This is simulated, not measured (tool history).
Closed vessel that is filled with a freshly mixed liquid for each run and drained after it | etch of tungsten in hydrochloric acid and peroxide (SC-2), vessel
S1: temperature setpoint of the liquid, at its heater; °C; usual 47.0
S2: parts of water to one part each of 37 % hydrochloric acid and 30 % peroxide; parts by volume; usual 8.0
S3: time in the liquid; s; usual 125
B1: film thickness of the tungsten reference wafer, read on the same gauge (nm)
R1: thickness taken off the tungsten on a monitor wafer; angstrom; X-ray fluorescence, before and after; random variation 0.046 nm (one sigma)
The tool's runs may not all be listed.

| run | hour | S1 | S2 | S3 | B1 | R1 |
|---|---|---|---|---|---|---|
| 1 | 0.0 | 47.0 | 8.0 | 125 | 50.01 | 142.2 |
| 2 | 57.1 | 47.0 | 8.0 | 125 | 50.03 | 141.9 |
| 3 | 98.4 | 47.0 | 8.0 | 125 | 50.02 | 142.3 |
| 4 | 123.5 | 47.0 | 8.0 | 125 | 49.99 | 141.4 |
| 5 | 151.0 | 47.0 | 8.0 | 125 | 50.02 | 141.7 |
|  | 168.3 | new drum of peroxide connected |
| 6 | 221.9 | 47.0 | 8.0 | 125 | 50.01 | 144.7 |
| 7 | 310.3 | 47.0 | 8.0 | 150 | 50.00 | 173.3 |
| 8 | 352.2 | 47.0 | 8.0 | 150 | 50.02 | 172.2 |
| 9 | 405.1 | 47.0 | 8.0 | 150 | 50.00 | 171.7 |
| 10 | 433.3 | 47.0 | 8.0 | 125 | 50.00 | 142.0 |
| 11 | 487.0 | 47.0 | 8.0 | 125 | 50.00 | 142.0 |
|  | 531.3 | chemicals flow meter replaced |
| 12 | 547.5 | 47.0 | 8.0 | 175 | 49.99 | 198.7 |
|  | 615.3 | new drum of peroxide connected |
| 13 | 730.0 | 47.0 | 8.0 | 125 | 50.01 | 144.0 |
| 14 | 763.9 | 40.0 | 9.0 | 145 | 49.98 | 93.3 |
| 15 | 796.3 | 47.0 | 8.0 | 125 | 50.02 | 143.6 |
| 16 | 861.8 | 43.0 | 4.5 | 80 | 49.98 | 106.9 |
| 17 | 897.3 | 47.0 | 8.0 | 150 | 50.00 | 172.1 |
|  | 947.9 | gauge calibrated |
| 18 | 959.4 | 53.0 | 6.0 | 125 | 50.02 | 264.7 |
|  | 992.1 | thermometer replaced |
| 19 | 992.6 | 41.5 | 6.5 | 155 | 50.01 | 141.2 |
|  | 999.2 | new drum of peroxide connected |
| 20 | 1016.2 | 55.5 | 8.0 | 125 | 50.00 | 252.7 |
| 21 | 1046.7 | 52.5 | 10.5 | 175 | 50.01 | 233.0 |
| 22 | 1111.7 | 40.0 | 4.5 | 85 | 50.02 | 92.7 |
| 23 | 1275.5 | 54.5 | 12.0 | 75 | 50.00 | 100.9 |
| 24 | 1334.1 | 54.5 | 5.0 | 125 | 50.01 | 335.6 |
| 25 | 1374.2 | 47.0 | 11.0 | 125 | 49.99 | 108.9 |
|  | 1452.1 | new drum of peroxide connected |
| 26 | 1524.1 | 47.0 | 8.0 | 125 | 50.00 | 145.1 |
| 27 | 1554.2 | 39.5 | 11.0 | 200 | 49.99 | 105.5 |
| 28 | 1583.7 | 43.5 | 8.0 | 125 | 50.00 | 113.1 |
| 29 | 1614.3 | 57.0 | 10.5 | 125 | 49.98 | 223.6 |

The tool's hidden state at each run:
liquid colder than its thermometer reads (K): 0 in every run
chemicals flow below the setpoint (%): 0 in every run
gauge reads high (%): 0 in every run
H1: peroxide weaker than its label (%)
| run | H1 |
|---|---|
| 1 | 1.98 |
| 2 | 2.36 |
| 3 | 2.63 |
| 4 | 2.8 |
| 5 | 2.98 |
| 6 | 0.52 |
| 7 | 1.11 |
| 8 | 1.39 |
| 9 | 1.74 |
| 10 | 1.93 |
| 11 | 2.28 |
| 12 | 2.68 |
| 13 | 0.876 |
| 14 | 1.1 |
| 15 | 1.32 |
| 16 | 1.75 |
| 17 | 1.99 |
| 18 | 2.4 |
| 19 | 2.62 |
| 20 | 0.278 |
| 21 | 0.481 |
| 22 | 0.913 |
| 23 | 2 |
| 24 | 2.39 |
| 25 | 2.66 |
| 26 | 0.549 |
| 27 | 0.749 |
| 28 | 0.945 |
| 29 | 1.15 |
